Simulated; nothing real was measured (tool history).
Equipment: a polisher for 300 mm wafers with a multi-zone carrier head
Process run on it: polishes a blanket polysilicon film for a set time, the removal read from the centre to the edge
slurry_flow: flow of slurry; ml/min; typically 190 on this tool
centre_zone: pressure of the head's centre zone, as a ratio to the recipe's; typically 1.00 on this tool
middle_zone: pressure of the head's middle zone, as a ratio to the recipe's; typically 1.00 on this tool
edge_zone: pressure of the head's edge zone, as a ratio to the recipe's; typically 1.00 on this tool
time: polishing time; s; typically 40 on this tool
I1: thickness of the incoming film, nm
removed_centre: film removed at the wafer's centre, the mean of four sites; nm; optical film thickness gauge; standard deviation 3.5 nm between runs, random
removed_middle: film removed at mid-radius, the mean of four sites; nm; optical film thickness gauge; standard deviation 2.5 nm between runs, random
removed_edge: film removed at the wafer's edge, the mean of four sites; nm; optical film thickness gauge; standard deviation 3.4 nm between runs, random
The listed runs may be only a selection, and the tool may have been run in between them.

Run 1, hour 0.0: usual settings; I1 1845.8. Result: removed_centre 204.8 nm, removed_middle 205.6 nm, removed_edge 218.2 nm.
At hour 2.1: slurry nozzle cleaned.
Run 2, hour 35.2: usual settings; I1 1864.3. Result: removed_centre 228.7 nm, removed_middle 227.6 nm, removed_edge 230.8 nm.
At hour 69.0: worn pad replaced by a new one.
Run 3, hour 103.3: usual settings; I1 1851.9. Result: removed_centre 249.5 nm, removed_middle 241.8 nm, removed_edge 250.8 nm.
Run 4, hour 154.4: usual settings; I1 1871.7. Result: removed_centre 239.4 nm, removed_middle 234.6 nm, removed_edge 233.8 nm.
Run 5, hour 214.6: usual settings; I1 1815.3. Result: removed_centre 223.9 nm, removed_middle 226.7 nm, removed_edge 224.1 nm.
At hour 221.9: centre zone pressure recalibrated.
Run 6, hour 246.4: usual settings but middle_zone 0.91; I1 1829.1. Result: removed_centre 225.0 nm, removed_middle 205.7 nm, removed_edge 228.3 nm.
Run 7, hour 294.4: usual settings but slurry_flow 220 ml/min, centre_zone 0.89, edge_zone 0.93; I1 1817.1. Result: removed_centre 203.1 nm, removed_middle 218.2 nm, removed_edge 214.9 nm.
At hour 342.1: worn pad replaced by a new one.
Run 8, hour 350.0: usual settings but slurry_flow 130 ml/min, centre_zone 0.92, middle_zone 0.96, time 53 s; I1 1811.4. Result: removed_centre 227.9 nm, removed_middle 247.2 nm, removed_edge 276.9 nm.
At hour 375.8: slurry nozzle cleaned.
Run 9, hour 376.4: usual settings but centre_zone 1.10, middle_zone 0.97, edge_zone 1.06, time 26 s; I1 1807.8. Result: removed_centre 180.5 nm, removed_middle 154.3 nm, removed_edge 163.0 nm.
At hour 430.6: carrier head's membrane replaced by a new one.
Run 10, hour 431.1: usual settings; I1 1838.0. Result: removed_centre 242.8 nm, removed_middle 240.3 nm, removed_edge 236.5 nm.
Run 11, hour 468.9: usual settings but slurry_flow 160 ml/min, centre_zone 1.03, edge_zone 0.89, time 31 s; I1 1807.5. Result: removed_centre 184.6 nm, removed_middle 170.6 nm, removed_edge 171.1 nm.
Run 12, hour 534.2: usual settings but middle_zone 0.96; I1 1809.7. Result: removed_centre 232.0 nm, removed_middle 218.8 nm, removed_edge 232.6 nm.
At hour 554.6: edge zone pressure recalibrated.
Run 13, hour 602.5: usual settings but edge_zone 0.89; I1 1811.0. Result: removed_centre 226.2 nm, removed_middle 217.4 nm, removed_edge 205.9 nm.
At hour 632.7: worn pad replaced by a new one.
Run 14, hour 633.2: usual settings; I1 1850.7. Result: removed_centre 243.9 nm, removed_middle 236.6 nm, removed_edge 248.0 nm.
Run 15, hour 693.3: usual settings but slurry_flow 150 ml/min; I1 1827.5. Result: removed_centre 206.5 nm, removed_middle 205.3 nm, removed_edge 217.4 nm.
At hour 717.8: slurry nozzle cleaned.
Run 16, hour 763.8: usual settings but middle_zone 0.95, edge_zone 0.95; I1 1807.3. Result: removed_centre 231.5 nm, removed_middle 223.7 nm, removed_edge 235.1 nm.
Run 17, hour 828.6: usual settings but slurry_flow 165 ml/min, middle_zone 0.92; I1 1807.6. Result: removed_centre 223.8 nm, removed_middle 205.7 nm, removed_edge 226.9 nm.
At hour 847.6: centre zone pressure recalibrated.
Run 18, hour 870.8: usual settings; I1 1802.4. Result: removed_centre 226.5 nm, removed_middle 223.8 nm, removed_edge 225.7 nm.
Run 19, hour 904.7: usual settings but edge_zone 1.11; I1 1845.0. Result: removed_centre 227.2 nm, removed_middle 227.1 nm, removed_edge 237.2 nm.
At hour 953.9: worn pad replaced by a new one.
Run 20, hour 964.0: usual settings; I1 1831.0. Result: removed_centre 240.9 nm, removed_middle 234.7 nm, removed_edge 245.6 nm.
Run 21, hour 989.6: usual settings but centre_zone 1.04, middle_zone 1.07, edge_zone 1.06, time 44 s; I1 1820.3. Result: removed_centre 262.7 nm, removed_middle 266.6 nm, removed_edge 268.1 nm.

Run-by-run hidden state of the tool:
deviation of the centre zone's pressure from its setpoint, %: 0 at every run
deviation of the edge zone's pressure from its setpoint, %: 0 at every run
H1: removal rate lost through wear of the pad, %
H2: slurry flow missing at the pad, %
run     H1    H2
  1   9.96  39.1
  2   10.3  4.92
  3   3.16  7.73
  4   6.04  11.7
  5   7.94  18.5
  6   8.56  22.9
  7   9.18  30.9
  8   1.54  41.8
  9   3.75  2.12
 10   6.78  3.06
 11   8.06  4.79
 12   9.37  9.83
 13   10.1  17.9
 14  0.788  22.5
 15    5.4  33.1
 16   8.16  4.64
 17   9.41  7.76
 18   9.87  11.2
 19   10.1  14.7
 20   2.08  22.6
 21   4.18  26.7
